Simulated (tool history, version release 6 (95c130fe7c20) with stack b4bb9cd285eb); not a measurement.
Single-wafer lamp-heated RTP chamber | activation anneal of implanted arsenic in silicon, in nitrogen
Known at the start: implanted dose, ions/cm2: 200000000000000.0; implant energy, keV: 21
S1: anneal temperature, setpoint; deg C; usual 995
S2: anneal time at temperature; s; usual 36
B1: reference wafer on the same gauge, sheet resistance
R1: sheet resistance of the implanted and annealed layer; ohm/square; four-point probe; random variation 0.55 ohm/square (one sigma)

Run 1, hour 0: usual settings but S1 977 deg C, S2 27 s; B1 297.89. Result: R1 371.32 ohm/square.
Run 2, hour 50.9: usual settings but S1 977 deg C, S2 27 s; B1 298.05. Result: R1 370.25 ohm/square.
Run 3, hour 131.5: usual settings; B1 297.76. Result: R1 367.24 ohm/square.
At hour 161.2: pyrometer window cleaned and pyrometer calibrated.
Run 4, hour 169.6: usual settings; B1 297.88. Result: R1 367.56 ohm/square.
Run 5, hour 269.6: usual settings; B1 297.75. Result: R1 367.74 ohm/square.
Run 6, hour 323.6: usual settings; B1 297.78. Result: R1 368.04 ohm/square.
Run 7, hour 399: usual settings; B1 297.67. Result: R1 368.28 ohm/square.
Run 8, hour 462: usual settings but S1 1006 deg C, S2 24 s; B1 297.71. Result: R1 369.1 ohm/square.
At hour 501.4: pyrometer window cleaned and pyrometer calibrated.
Run 9, hour 504: usual settings but S1 1006 deg C, S2 24 s; B1 297.67. Result: R1 368.08 ohm/square.
At hour 577.1: reflector plate cleaned.
Run 10, hour 596.1: usual settings but S2 23 s; B1 297.56. Result: R1 369.97 ohm/square.
Run 11, hour 644.2: usual settings; B1 297.39. Result: R1 368.21 ohm/square.
Run 12, hour 727.6: usual settings but S1 1016 deg C; B1 297.25. Result: R1 365.1 ohm/square.
Run 13, hour 824.2: usual settings; B1 297.41. Result: R1 368.67 ohm/square.
At hour 838.6: pyrometer window cleaned and pyrometer calibrated.
Run 14, hour 904.4: usual settings; B1 297.38. Result: R1 368.18 ohm/square.
Run 15, hour 1005.2: usual settings; B1 297.18. Result: R1 366.77 ohm/square.
Run 16, hour 1086.1: usual settings but S1 1011 deg C, S2 43 s; B1 297.54. Result: R1 364.88 ohm/square.
At hour 1105.7: gauge calibrated.
Run 17, hour 1173: usual settings but S1 977 deg C, S2 27 s; B1 298.99. Result: R1 372.22 ohm/square.
At hour 1225.3: pyrometer window cleaned and pyrometer calibrated.
Run 18, hour 1250.2: usual settings but S2 45 s; B1 298.62. Result: R1 367.7 ohm/square.
At hour 1303: reflector plate cleaned.
Run 19, hour 1316.7: usual settings but S1 975 deg C; B1 298.48. Result: R1 369.97 ohm/square.
Run 20, hour 1374.4: usual settings but S1 986 deg C, S2 49 s; B1 298.43. Result: R1 368.34 ohm/square.
Run 21, hour 1477.5: usual settings but S1 980 deg C, S2 30 s; B1 298.18. Result: R1 370.39 ohm/square.
Run 22, hour 1577.2: usual settings; B1 297.87. Result: R1 368.19 ohm/square.
At hour 1618.9: pyrometer window cleaned and pyrometer calibrated.
Run 23, hour 1639.1: usual settings; B1 297.83. Result: R1 368.19 ohm/square.
Run 24, hour 1725.9: usual settings but S1 972 deg C, S2 50 s; B1 297.92. Result: R1 368.73 ohm/square.
Run 25, hour 1789.5: usual settings but S1 978 deg C, S2 15 s; B1 297.6. Result: R1 372.73 ohm/square.
Run 26, hour 1853.9: usual settings but S1 965 deg C, S2 45 s; B1 297.62. Result: R1 369.96 ohm/square.

Some steps in R1 between neighbouring runs. How much of each would the tool show without its hidden state too (settings, what came in, random variation), and how much is left for the hidden state, with any gauge scatter that isn't in both results?
The hidden state here: true wafer temperature minus pyrometer reading, K; wafer temperature error from the tarnished reflector plate, K; gauge reads high (%).
Run 16 -> 17: S1 1011 -> 977, S2 43 -> 27, gauge calibrated. R1 +7.34 ohm/square: hidden state +1.85, all else +5.49.
Run 17 -> 18: S1 977 -> 995, S2 27 -> 45, pyrometer window cleaned and pyrometer calibrated. R1 -4.52 ohm/square: hidden state -0.28, all else -4.24.

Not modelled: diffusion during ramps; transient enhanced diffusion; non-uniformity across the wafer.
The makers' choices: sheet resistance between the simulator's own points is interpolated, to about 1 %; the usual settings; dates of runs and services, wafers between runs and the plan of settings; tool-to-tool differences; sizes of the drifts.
